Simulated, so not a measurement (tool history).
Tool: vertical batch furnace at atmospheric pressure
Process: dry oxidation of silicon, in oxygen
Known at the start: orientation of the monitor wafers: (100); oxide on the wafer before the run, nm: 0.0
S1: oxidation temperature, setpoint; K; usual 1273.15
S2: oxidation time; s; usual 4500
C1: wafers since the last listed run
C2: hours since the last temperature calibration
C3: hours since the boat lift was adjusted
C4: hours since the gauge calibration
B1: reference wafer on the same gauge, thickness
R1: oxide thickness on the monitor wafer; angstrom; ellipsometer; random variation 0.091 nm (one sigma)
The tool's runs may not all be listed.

Run 1, day 0: usual settings; C1 0; C2 1470.2; C3 3992.7; C4 131.7; B1 49. Result: R1 625.2 angstrom.
At day 0.021: gauge calibrated.
Run 2, day 0.608: usual settings; C1 259; C2 1484.8; C3 4007.3; C4 14.1; B1 48.99. Result: R1 625.4 angstrom.
Run 3, day 1.3: usual settings; C1 295; C2 1501.4; C3 4023.9; C4 30.7; B1 49.02. Result: R1 624.1 angstrom.
Run 4, day 1.808: usual settings; C1 217; C2 1513.6; C3 4036.1; C4 42.9; B1 48.99. Result: R1 626 angstrom.
Run 5, day 2.242: usual settings; C1 185; C2 1524; C3 4046.5; C4 53.3; B1 49.01. Result: R1 628 angstrom.
At day 3.638: boat lift adjusted.
Run 6, day 3.658: usual settings; C1 177; C2 1558; C3 0.5; C4 87.3; B1 49.01. Result: R1 629 angstrom.
Run 7, day 3.862: usual settings; C1 87; C2 1562.9; C3 5.4; C4 92.2; B1 49.01. Result: R1 629 angstrom.
Run 8, day 4.067: usual settings; C1 87; C2 1567.8; C3 10.3; C4 97.1; B1 48.99. Result: R1 627.4 angstrom.
Run 9, day 4.267: usual settings but S1 1282.15 K; C1 85; C2 1572.6; C3 15.1; C4 101.9; B1 48.99. Result: R1 682.8 angstrom.
Run 10, day 4.688: usual settings; C1 179; C2 1582.7; C3 25.2; C4 112; B1 49. Result: R1 626.7 angstrom.
Run 11, day 5.238: usual settings but S1 1262.15 K, S2 3900 s; C1 234; C2 1595.9; C3 38.4; C4 125.2; B1 49. Result: R1 511.2 angstrom.
Run 12, day 5.554: usual settings but S1 1252.15 K, S2 3240 s; C1 135; C2 1603.5; C3 46; C4 132.8; B1 48.99. Result: R1 412.4 angstrom.
At day 6.125: gauge calibrated.
At day 6.683: thermocouples replaced and temperature profile calibrated.
Run 13, day 6.704: usual settings but S1 1264.15 K; C1 64; C2 0.5; C3 73.6; C4 13.9; B1 49. Result: R1 552.5 angstrom.
Run 14, day 6.908: usual settings but S2 2670 s; C1 87; C2 5.4; C3 78.5; C4 18.8; B1 49. Result: R1 432.3 angstrom.
Run 15, day 7.729: usual settings but S1 1285.15 K, S2 2550 s; C1 350; C2 25.1; C3 98.2; C4 38.5; B1 48.98. Result: R1 472.4 angstrom.
Run 16, day 8.5: usual settings but S1 1264.15 K; C1 329; C2 43.6; C3 116.7; C4 57; B1 48.99. Result: R1 552.9 angstrom.

Forecast each of these 4 alternatives for the next run:
Run A, day 8.708: usual settings but S1 1295.15 K; C1 88; C2 48.6; C3 121.7; C4 62; B1 ?. Result: R1 ?.
Run B, day 8.708: usual settings but S2 3330 s; C1 88; C2 48.6; C3 121.7; C4 62; B1 ?. Result: R1 ?.
Run C, day 8.708: usual settings but S1 1288.15 K; C1 88; C2 48.6; C3 121.7; C4 62; B1 ?. Result: R1 ?.
Run D, day 8.708: usual settings but S1 1287.15 K; C1 88; C2 48.6; C3 121.7; C4 62; B1 ?. Result: R1 ?.

run     B1     R1
  A  49.01  744.7
  B  49.01  496.9
  C  49.01  698.3
  D  49.01  691.8
Without the tool's hidden state the same runs would have given:
run     R1
  A    743
  B  495.6
  C  696.6
  D  690.1
